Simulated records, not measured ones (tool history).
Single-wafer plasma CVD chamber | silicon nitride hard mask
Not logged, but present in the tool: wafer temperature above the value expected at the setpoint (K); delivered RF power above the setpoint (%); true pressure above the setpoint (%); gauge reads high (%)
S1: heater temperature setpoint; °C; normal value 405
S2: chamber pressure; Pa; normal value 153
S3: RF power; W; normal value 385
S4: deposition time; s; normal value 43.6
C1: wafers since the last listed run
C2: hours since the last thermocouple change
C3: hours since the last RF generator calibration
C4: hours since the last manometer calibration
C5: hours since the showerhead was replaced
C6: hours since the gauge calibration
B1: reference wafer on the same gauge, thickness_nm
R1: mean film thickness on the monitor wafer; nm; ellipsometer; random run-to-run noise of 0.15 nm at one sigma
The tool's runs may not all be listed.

run,day,S1,S2,S3,S4,C1,C2,C3,C4,C5,C6,B1,R1
1,0.000,405,153,385,43.6,0,2418.2,2281.0,1279.5,3316.0,675.3,45.928,51.606
2,1.317,405,153,385,43.6,781,2449.8,2312.6,1311.1,3347.6,706.9,46.053,51.581
3,2.383,405,153,385,43.6,633,2475.4,2338.2,1336.7,3373.2,732.5,46.017,51.718
4,3.446,405,143,385,43.6,630,2500.9,2363.7,1362.2,3398.7,758.0,46.000,50.910
5,4.608,405,143,385,43.6,690,2528.8,2391.6,1390.1,3426.6,785.9,46.015,50.707
6,5.688,405,143,385,43.6,640,2554.7,2417.5,1416.0,3452.5,811.8,46.050,50.636
7,6.238,405,153,385,43.6,326,2567.9,2430.7,1429.2,3465.7,825.0,45.968,51.576
# day 7.146: gauge calibrated
8,7.462,405,153,385,43.6,727,2597.3,2460.1,1458.6,3495.1,7.6,45.996,51.804
# day 8.700: showerhead replaced
9,8.825,405,153,385,43.6,611,2630.0,2492.8,1491.3,3.0,40.3,46.003,51.634
# day 11.454: thermocouple changed; heater temperature recalibrated
10,12.479,395,123,450,39.4,1971,24.6,2580.5,1579.0,90.7,128.0,46.001,46.855
11,13.821,418,116,385,43.6,796,56.8,2612.7,1611.2,122.9,160.2,46.023,47.870
# day 14.604: capacitance manometer re-zeroed and calibrated
12,14.625,405,153,385,47.0,279,76.1,2632.0,0.5,142.2,179.5,46.035,55.662
# day 15.354: RF generator calibrated
13,15.375,392,153,440,37.0,247,94.1,0.5,18.5,160.2,197.5,46.009,45.487
14,16.279,409,153,385,43.6,536,115.8,22.2,40.2,181.9,219.2,45.971,50.590
15,17.562,405,188,385,43.6,762,146.6,53.0,71.0,212.7,250.0,46.048,53.523
16,18.479,405,137,385,43.6,544,168.6,75.0,93.0,234.7,272.0,46.020,49.418
17,19.800,393,153,415,43.6,784,200.3,106.7,124.7,266.4,303.7,46.050,52.299
18,20.879,405,121,385,38.5,640,226.2,132.6,150.6,292.3,329.6,45.972,42.265
19,21.738,405,153,385,43.6,509,246.8,153.2,171.2,312.9,350.2,45.943,50.711
20,23.146,405,153,385,48.3,836,280.6,187.0,205.0,346.7,384.0,45.993,56.428
21,24.633,405,153,385,43.6,883,316.3,222.7,240.7,382.4,419.7,46.020,50.385
# day 25.188: RF generator calibrated, repeated, since the last time left the tool worse
22,25.608,405,153,385,48.3,381,339.7,10.1,264.1,405.8,443.1,45.988,58.080
23,26.854,400,153,385,36.3,739,369.6,40.0,294.0,435.7,473.0,45.948,43.853
24,28.238,405,153,385,43.6,821,402.8,73.2,327.2,468.9,506.2,46.041,52.219
25,29.062,405,153,385,43.6,489,422.6,93.0,347.0,488.7,526.0,45.994,52.297
26,30.521,405,165,315,43.6,865,457.6,128.0,382.0,523.7,561.0,46.041,49.992
27,31.654,405,175,425,49.3,672,484.8,155.2,409.2,550.9,588.2,45.998,63.097
28,32.500,405,124,340,43.6,502,505.1,175.5,429.5,571.2,608.5,46.048,47.568
29,33.350,409,153,385,43.6,504,525.5,195.9,449.9,591.6,628.9,46.031,52.283

3 ways to go on from here, each from the tool as it stands after run 29. What would each give?
A,33.367,405,153,385,43.6,9,525.9,196.3,450.3,592.0,629.3,?,?
B,33.367,414,153,320,43.6,9,525.9,196.3,450.3,592.0,629.3,?,?
C,33.367,393,153,385,50.8,9,525.9,196.3,450.3,592.0,629.3,?,?

run,B1,R1
A,46.004,52.554
B,46.004,49.173
C,46.004,61.521
With no hidden state in the tool, these same runs would have given:
run,R1
A,52.760
B,49.366
C,61.762

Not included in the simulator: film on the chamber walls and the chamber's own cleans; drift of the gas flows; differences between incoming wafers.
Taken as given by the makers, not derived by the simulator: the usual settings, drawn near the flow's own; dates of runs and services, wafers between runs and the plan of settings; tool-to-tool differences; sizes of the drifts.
